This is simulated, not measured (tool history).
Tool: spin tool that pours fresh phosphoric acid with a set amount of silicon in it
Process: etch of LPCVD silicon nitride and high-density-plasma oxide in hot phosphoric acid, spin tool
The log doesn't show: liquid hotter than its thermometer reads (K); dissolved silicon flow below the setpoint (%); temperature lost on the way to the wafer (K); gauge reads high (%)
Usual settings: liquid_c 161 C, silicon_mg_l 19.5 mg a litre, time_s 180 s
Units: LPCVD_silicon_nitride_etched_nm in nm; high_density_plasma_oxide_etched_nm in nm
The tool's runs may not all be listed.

run   hour  liquid_c  silicon_mg_l  time_s  wafers since the last listed run  hours since the thermometer was replaced  hours since the dissolved silicon flow meter was replaced  hours since the heated supply line was repaired  hours since the gauge calibration  read-back film thickness of the LPCVD silicon nitride reference wafer, read on the same gauge (nm)  read-back film thickness of the high-density-plasma oxide reference wafer, read on the same gauge (nm)  LPCVD_silicon_nitride_etched_nm  high_density_plasma_oxide_etched_nm
  1      0       161          19.5     180                                 0                                     469.1                                                        2.2                                             74.4                              511.6                                                                                               60.02                                                                                                 109.994                            15.18                                0.389
       5.5  -- thermometer replaced
  2    9.4     162.5          32.5      85                                45                                       3.9                                                       11.6                                             83.8                                521                                                                                               59.98                                                                                                 109.996                             7.24                                0.102
  3     17       162            29     180                                40                                      11.5                                                       19.2                                             91.4                              528.6                                                                                               60.03                                                                                                 110.019                            15.21                                0.278
  4   30.3     158.5            14     110                                71                                      24.8                                                       32.5                                            104.7                              541.9                                                                                               60.01                                                                                                 110.016                              8.2                                0.237
  5   44.3       161          19.5     180                                75                                      38.8                                                       46.5                                            118.7                              555.9                                                                                               60.04                                                                                                 110.008                             14.6                                0.437
  6   55.7       161          19.5     180                                61                                      50.2                                                       57.9                                            130.1                              567.3                                                                                               59.98                                                                                                 110.013                            14.73                                0.383
  7   65.4       160          19.5     180                                52                                      59.9                                                       67.6                                            139.8                                577                                                                                                  60                                                                                                 109.986                            14.15                                0.322
      66.6  -- gauge calibrated
  8   74.8       161          11.5     220                                50                                      69.3                                                         77                                            149.2                                8.2                                                                                               60.03                                                                                                 109.994                            17.88                                 0.55
  9   81.5     158.5            13     255                                35                                        76                                                       83.7                                            155.9                               14.9                                                                                               60.01                                                                                                 109.994                            18.91                                0.586
 10     89       161          19.5     180                                40                                      83.5                                                       91.2                                            163.4                               22.4                                                                                               60.04                                                                                                 109.977                            14.64                                0.407
 11  101.7       163            27     215                                68                                      96.2                                                      103.9                                            176.1                               35.1                                                                                               59.98                                                                                                 109.999                            18.64                                 0.39
 12  114.6       161          19.5     180                                69                                     109.1                                                      116.8                                              189                                 48                                                                                               59.96                                                                                                 109.994                             14.7                                0.369
 13  126.7       162             4     180                                64                                     121.2                                                      128.9                                            201.1                               60.1                                                                                               59.98                                                                                                     110                            15.08                                0.586
 14  143.9       161          30.5     250                                92                                     138.4                                                      146.1                                            218.3                               77.3                                                                                               59.98                                                                                                 110.018                             20.2                                0.334
 15  159.9     163.5          19.5     125                                85                                     154.4                                                      162.1                                            234.3                               93.3                                                                                               60.03                                                                                                 109.989                            11.01                                0.322
 16  170.8     158.5          19.5      80                                58                                     165.3                                                        173                                            245.2                              104.2                                                                                               59.98                                                                                                 109.988                             5.99                                0.135
 17    185     158.5             7      85                                76                                     179.5                                                      187.2                                            259.4                              118.4                                                                                               59.96                                                                                                  110.02                             6.33                                0.173
 18  193.1       161          19.5     180                                43                                     187.6                                                      195.3                                            267.5                              126.5                                                                                               59.95                                                                                                 110.016                            14.66                                0.411
 19  201.6       160          19.5     150                                45                                     196.1                                                      203.8                                              276                                135                                                                                                  60                                                                                                 110.009                            11.91                                0.277
 20  211.7       158            15     135                                54                                     206.2                                                      213.9                                            286.1                              145.1                                                                                               59.99                                                                                                 110.004                            10.02                                0.226
 21  228.7       161          19.5     180                                91                                     223.2                                                      230.9                                            303.1                              162.1                                                                                               59.96                                                                                                  110.01                            14.68                                0.441
 22  242.5       164          19.5     180                                73                                       237                                                      244.7                                            316.9                              175.9                                                                                               60.02                                                                                                 109.985                            16.17                                0.486

The tool's hidden state at each run:
dissolved silicon flow below the setpoint (%): 0 in every run
gauge reads high (%): 0 in every run
H1: liquid hotter than its thermometer reads (K)
H2: temperature lost on the way to the wafer (K)
run      H1     H2
  1    1.24  0.376
  2  0.0522  0.392
  3  0.0703  0.405
  4   0.102  0.427
  5   0.135  0.451
  6   0.162  0.471
  7   0.186  0.487
  8   0.208  0.503
  9   0.224  0.515
 10   0.242  0.527
 11   0.272  0.549
 12   0.303  0.571
 13   0.332  0.592
 14   0.373  0.621
 15   0.411  0.648
 16   0.437  0.667
 17    0.47  0.691
 18    0.49  0.705
 19    0.51  0.719
 20   0.534  0.736
 21   0.574  0.765
 22   0.607  0.789
